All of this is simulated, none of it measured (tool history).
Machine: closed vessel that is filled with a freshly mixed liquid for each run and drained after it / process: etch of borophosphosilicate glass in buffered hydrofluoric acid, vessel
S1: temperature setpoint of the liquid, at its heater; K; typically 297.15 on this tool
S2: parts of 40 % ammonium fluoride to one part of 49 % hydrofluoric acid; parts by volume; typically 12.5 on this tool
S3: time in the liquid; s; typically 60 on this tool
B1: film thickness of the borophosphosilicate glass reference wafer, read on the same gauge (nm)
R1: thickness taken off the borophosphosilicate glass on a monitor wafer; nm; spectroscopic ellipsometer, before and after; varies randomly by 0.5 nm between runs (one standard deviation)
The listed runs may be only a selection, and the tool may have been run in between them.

run   hour      S1    S2  S3     B1      R1
  1    0.0  301.15  12.5  60  60.05  172.88
  2   13.2  301.15  12.5  60  59.97  172.83
  3   48.5  299.65  12.5  60  60.02  159.85
  4   65.9  299.65  12.5  60  60.03  159.47
  5   98.2  299.65  12.5  60  60.04  160.90
  6  125.5  297.15  12.5  75  60.07  175.16
  7  151.3  297.15  12.5  60  60.01  140.93
     186.1  -- hydrofluoric acid flow meter replaced
  8  203.1  294.15  12.5  60  59.99  120.03
  9  223.6  297.15  12.5  60  60.01  142.26
     258.5  -- thermometer replaced
 10  277.5  297.15  12.5  60  60.01  130.36
 11  291.5  297.15  12.5  60  60.00  130.56
 12  304.2  299.65  17.0  85  59.99  156.38
 13  336.7  302.15  12.5  60  60.00  171.97
 14  362.9  297.15  12.5  60  59.95  130.54
 15  376.7  297.15  10.5  75  60.04  194.59
 16  395.1  298.65  17.0  80  60.00  141.05
     413.2  -- gauge calibrated
 17  426.5  294.15  12.5  60  59.95  111.69
 18  450.7  297.15  12.5  60  60.00  132.11
 19  463.6  297.15   9.0  35  60.04  102.85
 20  497.7  297.15  15.0  85  59.98  155.59
 21  516.3  295.15  11.0  60  59.99  135.02
 22  528.6  301.65  12.5  90  59.99  250.39
 23  553.4  297.15   9.0  35  60.04  103.33
     564.7  -- hydrofluoric acid flow meter replaced
 24  586.9  297.15  12.5  60  59.98  131.67
 25  620.6  295.65  12.5  60  60.00  123.14
 26  647.4  299.65  12.5  50  59.99  127.58
 27  678.7  297.15   9.0  60  59.97  178.16
 28  708.0  295.15  12.5  60  60.00  119.39
 29  721.9  293.65  15.0  60  60.01   91.28
 30  745.1  301.15  10.5  60  60.01  195.31
 31  767.4  297.15  12.5  60  60.00  133.31

Each row is a separate what-if for the run after 31, all from the same tool condition, not one after another. Results?
  A  768.1  293.15  12.5  60   ?   ?
  B  768.1  297.15   7.5  60   ?   ?
  C  768.1  300.15  10.5  70   ?   ?
  D  768.1  294.65  14.0  50   ?   ?

run     B1      R1
  A  60.01  107.37
  B  60.01  216.95
  C  60.01  216.77
  D  60.01   86.88
Take away the tool's hidden state, keep each run's random variation, and the runs would have read:
run      R1
  A  102.85
  B  208.06
  C  208.02
  D   83.25
